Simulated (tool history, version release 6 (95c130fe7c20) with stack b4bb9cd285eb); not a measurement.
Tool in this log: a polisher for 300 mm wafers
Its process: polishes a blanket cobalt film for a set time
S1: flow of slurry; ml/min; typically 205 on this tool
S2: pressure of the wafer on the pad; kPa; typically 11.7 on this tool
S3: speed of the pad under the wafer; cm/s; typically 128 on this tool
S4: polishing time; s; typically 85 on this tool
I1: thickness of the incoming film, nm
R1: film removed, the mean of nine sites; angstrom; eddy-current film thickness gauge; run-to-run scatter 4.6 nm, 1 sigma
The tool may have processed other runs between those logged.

Run 1, day 0: usual settings but S1 180 ml/min, S4 96 s; I1 1468.3. Result: R1 4978 angstrom.
At day 0.279: slurry nozzle cleaned.
At day 1.833: worn pad replaced by a new one.
Run 2, day 4.283: usual settings but S1 180 ml/min, S4 96 s; I1 1455.6. Result: R1 4803 angstrom.
Run 3, day 7.629: usual settings but S1 180 ml/min, S4 96 s; I1 1473.4. Result: R1 4757 angstrom.
At day 10.321: head pressure recalibrated.
Run 4, day 11.404: usual settings but S3 112 cm/s; I1 1475.5. Result: R1 4018 angstrom.
Run 5, day 13.908: usual settings; I1 1476.6. Result: R1 4462 angstrom.
At day 15.904: worn pad replaced by a new one.
Run 6, day 17.383: usual settings; I1 1457.3. Result: R1 4369 angstrom.
At day 19.471: slurry nozzle cleaned.
Run 7, day 20.892: usual settings but S3 106 cm/s; I1 1470.5. Result: R1 3846 angstrom.
Run 8, day 24.417: usual settings but S3 106 cm/s; I1 1480.4. Result: R1 3850 angstrom.
At day 25.767: head pressure recalibrated.
Run 9, day 27.612: usual settings; I1 1461.6. Result: R1 4392 angstrom.
Run 10, day 29.879: usual settings; I1 1474.6. Result: R1 4430 angstrom.
At day 30.246: worn pad replaced by a new one.
Run 11, day 32.129: usual settings; I1 1454.4. Result: R1 4410 angstrom.
At day 36.288: slurry nozzle cleaned.
At day 41.171: head pressure recalibrated.
Run 12, day 42.762: usual settings but S1 235 ml/min, S2 10.3 kPa; I1 1455.5. Result: R1 3992 angstrom.
At day 44.775: worn pad replaced by a new one.
Run 13, day 45.567: usual settings but S1 140 ml/min, S4 105 s; I1 1460. Result: R1 5268 angstrom.
Run 14, day 48.488: usual settings but S1 140 ml/min, S2 9.7 kPa, S3 158 cm/s, S4 93 s; I1 1456.4. Result: R1 4482 angstrom.
Run 15, day 51.438: usual settings; I1 1474.7. Result: R1 4294 angstrom.
At day 56.042: slurry nozzle cleaned.
At day 57.442: head pressure recalibrated.
Run 16, day 59.8: usual settings but S2 13.8 kPa, S3 148 cm/s; I1 1457. Result: R1 5784 angstrom.
At day 62.583: worn pad replaced by a new one.
Run 17, day 63.75: usual settings but S1 185 ml/min, S2 15.2 kPa; I1 1471.1. Result: R1 5670 angstrom.
Run 18, day 66.083: usual settings; I1 1492. Result: R1 4350 angstrom.
Run 19, day 69.208: usual settings but S1 170 ml/min, S2 13.8 kPa, S3 142 cm/s; I1 1453.3. Result: R1 5445 angstrom.
Run 20, day 71.029: usual settings but S2 14.5 kPa, S3 106 cm/s; I1 1484.2. Result: R1 4656 angstrom.
Run 21, day 73.454: usual settings; I1 1492.4. Result: R1 4310 angstrom.
At day 75.621: slurry nozzle cleaned.
At day 76.475: head pressure recalibrated.
Run 22, day 76.496: usual settings but S2 13.1 kPa, S3 116 cm/s, S4 111 s; I1 1475.7. Result: R1 6022 angstrom.
Run 23, day 78.667: usual settings but S2 7.6 kPa, S3 108 cm/s; I1 1466.2. Result: R1 2557 angstrom.
At day 79.162: worn pad replaced by a new one.
Run 24, day 82.317: usual settings but S1 165 ml/min, S2 15.9 kPa, S3 114 cm/s, S4 73 s; I1 1442.9. Result: R1 4685 angstrom.

List, for all runs, the conditions of the tool that the log does not record:
removal rate lost through wear of the pad, %: 0, the same for each run
slurry flow missing at the pad, %: 0, the same for each run
H1: deviation of the head's pressure from its setpoint, %
run      H1
  1  -0.206
  2   -1.28
  3   -2.52
  4   0.112
  5  -0.076
  6   -0.67
  7   -1.66
  8   -3.06
  9  -0.482
 10  -0.699
 11   -1.08
 12  -0.767
 13   -1.04
 14   -1.59
 15   -2.42
 16  -0.487
 17   -1.04
 18    -1.6
 19   -2.62
 20   -3.36
 21   -4.51
 22  -0.259
 23  -0.336
 24  -0.807
